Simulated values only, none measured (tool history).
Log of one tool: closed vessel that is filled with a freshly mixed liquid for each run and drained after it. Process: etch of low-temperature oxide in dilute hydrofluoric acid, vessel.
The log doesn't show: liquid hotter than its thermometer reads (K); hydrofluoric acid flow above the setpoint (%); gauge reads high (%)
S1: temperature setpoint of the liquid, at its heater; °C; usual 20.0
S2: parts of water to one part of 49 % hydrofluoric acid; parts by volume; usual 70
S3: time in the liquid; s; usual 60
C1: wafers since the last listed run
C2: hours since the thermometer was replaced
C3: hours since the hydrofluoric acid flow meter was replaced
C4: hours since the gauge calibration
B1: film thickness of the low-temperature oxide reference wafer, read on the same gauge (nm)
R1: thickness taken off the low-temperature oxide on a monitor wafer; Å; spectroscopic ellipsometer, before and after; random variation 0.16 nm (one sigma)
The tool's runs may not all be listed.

run    hour    S1   S2  S3     C1      C2      C3     C4     B1     R1
  1     0.0  20.0   70  60      0  2359.5  1491.6  485.9  59.97  302.8
  2    29.3  20.0   70  60   3025  2388.8  1520.9  515.2  60.00  302.7
  3    97.2  20.0   70  60   7010  2456.7  1588.8  583.1  60.00  304.9
      100.0  -- gauge calibrated
  4   159.0  20.0   70  60   6380  2518.5  1650.6   59.0  60.00  306.4
  5   183.3  20.0   70  60   2508  2542.8  1674.9   83.3  60.00  303.6
  6   208.6  19.0   90  60   2612  2568.1  1700.2  108.6  60.02  222.7
  7   254.3  19.0   90  60   4718  2613.8  1745.9  154.3  60.00  222.9
  8   315.1  19.0   90  60   6277  2674.6  1806.7  215.1  59.99  224.7
      369.4  -- hydrofluoric acid flow meter replaced
  9   430.4  20.0   70  60  11800  2789.9    61.0  330.4  59.97  309.9
      448.6  -- thermometer replaced
 10   502.0  20.0   70  60   7289    53.4   132.6  402.0  60.01  323.2
 11   568.7  20.0   70  60   6886   120.1   199.3  468.7  60.01  326.5
 12   604.1  22.5   70  75   3654   155.5   234.7  504.1  59.99  445.0
      644.7  -- gauge calibrated
 13   655.0  20.0   70  60   5255   206.4   285.6   10.3  60.01  321.4
 14   689.8  24.0   55  50   3592   241.2   320.4   45.1  59.99  410.9
      722.8  -- thermometer replaced, repeated, since the last time left the tool worse
 15   754.3  20.0   70  60   6556    31.5   384.9  109.6  59.98  289.4
 16   787.4  17.0  100  45   3417    64.6   418.0  142.7  60.01  130.0
 17   831.6  20.0   70  80   4563   108.8   462.2  186.9  59.99  384.9
 18   855.7  20.0   70  30   2488   132.9   486.3  211.0  60.00  144.9
 19   905.0  24.5   70  30   5090   182.2   535.6  260.3  59.98  175.4
 20   953.6  20.0   70  60   5017   230.8   584.2  308.9  59.99  290.4
 21  1024.4  20.0   40  60   7309   301.6   655.0  379.7  60.03  523.3
 22  1070.6  20.0   70  60   4769   347.8   701.2  425.9  59.99  292.0
 23  1169.9  20.0   60  80  10252   447.1   800.5  525.2  59.98  457.9

3 ways to go on from here, each from the tool as it stands after run 23. What would each give?
  A  1170.6  20.0  70  50  72  447.8  801.2  525.9   ?   ?
  B  1170.6  17.0  70  75  72  447.8  801.2  525.9   ?   ?
  C  1170.6  18.5  70  60  72  447.8  801.2  525.9   ?   ?

run     B1     R1
  A  59.97  243.3
  B  59.97  321.4
  C  59.97  274.1
Without the tool's hidden state the same runs would have given:
run     R1
  A  241.0
  B  318.3
  C  271.5
